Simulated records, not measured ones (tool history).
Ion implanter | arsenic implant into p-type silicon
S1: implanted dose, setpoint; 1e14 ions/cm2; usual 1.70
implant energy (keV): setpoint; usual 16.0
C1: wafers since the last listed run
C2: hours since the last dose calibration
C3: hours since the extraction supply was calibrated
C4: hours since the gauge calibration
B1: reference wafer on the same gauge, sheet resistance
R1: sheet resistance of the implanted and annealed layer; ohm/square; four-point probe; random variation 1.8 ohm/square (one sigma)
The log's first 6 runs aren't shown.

{"run": 7, "day": 22.983, "S1": 1.7, "implant energy (keV)": 16.0, "C1": 2345, "C2": 763.4, "C3": 3675.5, "C4": 589.5, "B1": 508.65, "R1": 483.0}
{"day": 24.6, "done": "Faraday cup replaced and dose calibrated"}
{"run": 8, "day": 26.262, "S1": 1.7, "implant energy (keV)": 16.0, "C1": 1405, "C2": 39.9, "C3": 3754.2, "C4": 668.2, "B1": 509.07, "R1": 513.84}
{"run": 9, "day": 30.479, "S1": 1.38, "implant energy (keV)": 16.0, "C1": 2011, "C2": 141.1, "C3": 3855.4, "C4": 769.4, "B1": 509.36, "R1": 602.21}
{"run": 10, "day": 33.5, "S1": 1.7, "implant energy (keV)": 16.0, "C1": 1441, "C2": 213.6, "C3": 3927.9, "C4": 841.9, "B1": 509.01, "R1": 512.12}
{"run": 11, "day": 37.875, "S1": 1.7, "implant energy (keV)": 16.0, "C1": 2087, "C2": 318.6, "C3": 4032.9, "C4": 946.9, "B1": 509.55, "R1": 513.23}
{"day": 42.029, "done": "extraction supply calibrated"}
{"run": 12, "day": 42.05, "S1": 2.08, "implant energy (keV)": 16.0, "C1": 1832, "C2": 418.8, "C3": 0.5, "C4": 1047.1, "B1": 509.16, "R1": 437.35}
{"run": 13, "day": 46.358, "S1": 1.7, "implant energy (keV)": 16.0, "C1": 2055, "C2": 522.2, "C3": 103.9, "C4": 1150.5, "B1": 509.16, "R1": 510.67}
{"day": 48.788, "done": "Faraday cup replaced and dose calibrated, repeated, since the last time left the tool worse"}
{"run": 14, "day": 50.425, "S1": 1.7, "implant energy (keV)": 16.0, "C1": 1781, "C2": 39.3, "C3": 201.5, "C4": 1248.1, "B1": 508.85, "R1": 489.29}
{"run": 15, "day": 54.2, "S1": 1.7, "implant energy (keV)": 16.0, "C1": 1800, "C2": 129.9, "C3": 292.1, "C4": 1338.7, "B1": 509.05, "R1": 488.67}
{"run": 16, "day": 56.375, "S1": 2.14, "implant energy (keV)": 17.5, "C1": 1037, "C2": 182.1, "C3": 344.3, "C4": 1390.9, "B1": 508.66, "R1": 407.35}
{"run": 17, "day": 59.067, "S1": 1.7, "implant energy (keV)": 16.0, "C1": 1284, "C2": 246.7, "C3": 408.9, "C4": 1455.5, "B1": 508.55, "R1": 487.94}
{"run": 18, "day": 60.879, "S1": 1.43, "implant energy (keV)": 10.5, "C1": 864, "C2": 290.2, "C3": 452.4, "C4": 1499.0, "B1": 508.55, "R1": 578.15}
{"run": 19, "day": 63.575, "S1": 1.7, "implant energy (keV)": 20.5, "C1": 1286, "C2": 354.9, "C3": 517.1, "C4": 1563.7, "B1": 509.37, "R1": 473.22}
{"run": 20, "day": 67.829, "S1": 1.7, "implant energy (keV)": 16.0, "C1": 2029, "C2": 457.0, "C3": 619.2, "C4": 1665.8, "B1": 509.0, "R1": 484.33}

Run 21 comes next. What will it give?
{"run": 21, "day": 70.433, "S1": 1.7, "implant energy (keV)": 16.0, "C1": 1242, "C2": 519.5, "C3": 681.7, "C4": 1728.3, "B1": "?", "R1": "?"}

Run 21 gave B1 509.24, R1 485.46 ohm/square.
Without the tool's hidden state the same run would have given R1 490.91 ohm/square.
